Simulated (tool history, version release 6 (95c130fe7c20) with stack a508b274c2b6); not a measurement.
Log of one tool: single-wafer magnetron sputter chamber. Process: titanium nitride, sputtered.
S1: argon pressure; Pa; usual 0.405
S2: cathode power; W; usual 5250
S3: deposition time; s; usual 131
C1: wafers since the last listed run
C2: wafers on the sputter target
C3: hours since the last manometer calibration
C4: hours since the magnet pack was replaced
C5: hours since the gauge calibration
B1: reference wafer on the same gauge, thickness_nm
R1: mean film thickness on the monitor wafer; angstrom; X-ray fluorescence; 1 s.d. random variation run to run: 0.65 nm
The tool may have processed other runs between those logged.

run	day	S1	S2	S3	C1	C2	C3	C4	C5	B1	R1
1	0.000	0.405	5250	131	0	9634	1744.2	9492.2	1465.9	129.910	1110.84
2	3.429	0.329	5250	131	1263	10897	1826.5	9574.5	1548.2	130.130	1140.64
3	4.979	0.329	5250	131	571	11468	1863.7	9611.7	1585.4	130.017	1134.91
# day 11.958: sputter target and shields replaced
4	14.708	0.329	5250	131	3461	1013	2097.2	9845.2	1818.9	129.928	1184.04
5	17.304	0.405	5550	131	956	1970	2159.5	9907.5	1881.2	129.950	1193.54
6	20.925	0.405	5650	131	1334	3304	2246.4	9994.4	1968.1	129.961	1195.77
7	24.846	0.405	5650	131	1444	4748	2340.5	10088.5	2062.2	130.100	1194.50
# day 25.562: magnet pack replaced
8	27.283	0.405	5650	131	775	5523	2399.0	41.3	2120.7	130.355	1188.61
# day 29.175: capacitance manometer re-zeroed and calibrated
9	29.238	0.405	5250	131	597	6121	1.5	88.2	2167.6	130.160	1119.69
10	33.708	0.405	5250	131	1647	7768	108.8	195.5	2274.9	130.075	1104.51
11	36.317	0.405	5250	124	961	8729	171.4	258.1	2337.5	129.950	1039.97
12	39.812	0.446	4650	131	1287	10017	255.3	342.0	2421.4	130.100	984.86
# day 41.771: sputter target and shields replaced
13	44.042	0.405	5250	131	1435	835	356.8	443.5	2522.9	129.734	1163.29
14	48.046	0.405	6050	131	1475	2311	452.9	539.6	2619.0	129.878	1275.22
15	52.092	0.271	3950	131	1490	3801	550.0	636.7	2716.1	130.182	916.83
16	54.529	0.405	5950	147	898	4699	608.5	695.2	2774.6	130.074	1386.90
17	57.950	0.405	5650	131	1260	5960	690.6	777.3	2856.7	130.057	1185.32
18	59.733	0.405	4550	155	657	6617	733.4	820.1	2899.5	130.182	1158.35
# day 60.308: gauge calibrated
19	63.579	0.301	5250	119	1416	8034	825.7	912.4	78.5	129.743	1031.96
20	68.050	0.405	6400	131	1647	9681	933.0	1019.7	185.8	129.962	1291.36
21	71.108	0.405	4800	131	1126	10808	1006.4	1093.1	259.2	129.770	1018.67
22	74.904	0.405	5650	131	1398	12206	1097.5	1184.2	350.3	130.134	1159.57
# day 77.829: sputter target and shields replaced
23	77.850	0.405	5250	131	962	6	1168.2	1254.9	421.0	129.853	1172.07

Estimate the outcome of run 24 from the log above:
24	79.492	0.483	5250	131	604	611	1207.6	1294.3	460.4	?	?

Run 24 yielded B1 129.876, R1 1138.36 angstrom.
Were there no unlogged condition in the tool, this run, its random variation unchanged, would have produced R1 1149.40 angstrom.

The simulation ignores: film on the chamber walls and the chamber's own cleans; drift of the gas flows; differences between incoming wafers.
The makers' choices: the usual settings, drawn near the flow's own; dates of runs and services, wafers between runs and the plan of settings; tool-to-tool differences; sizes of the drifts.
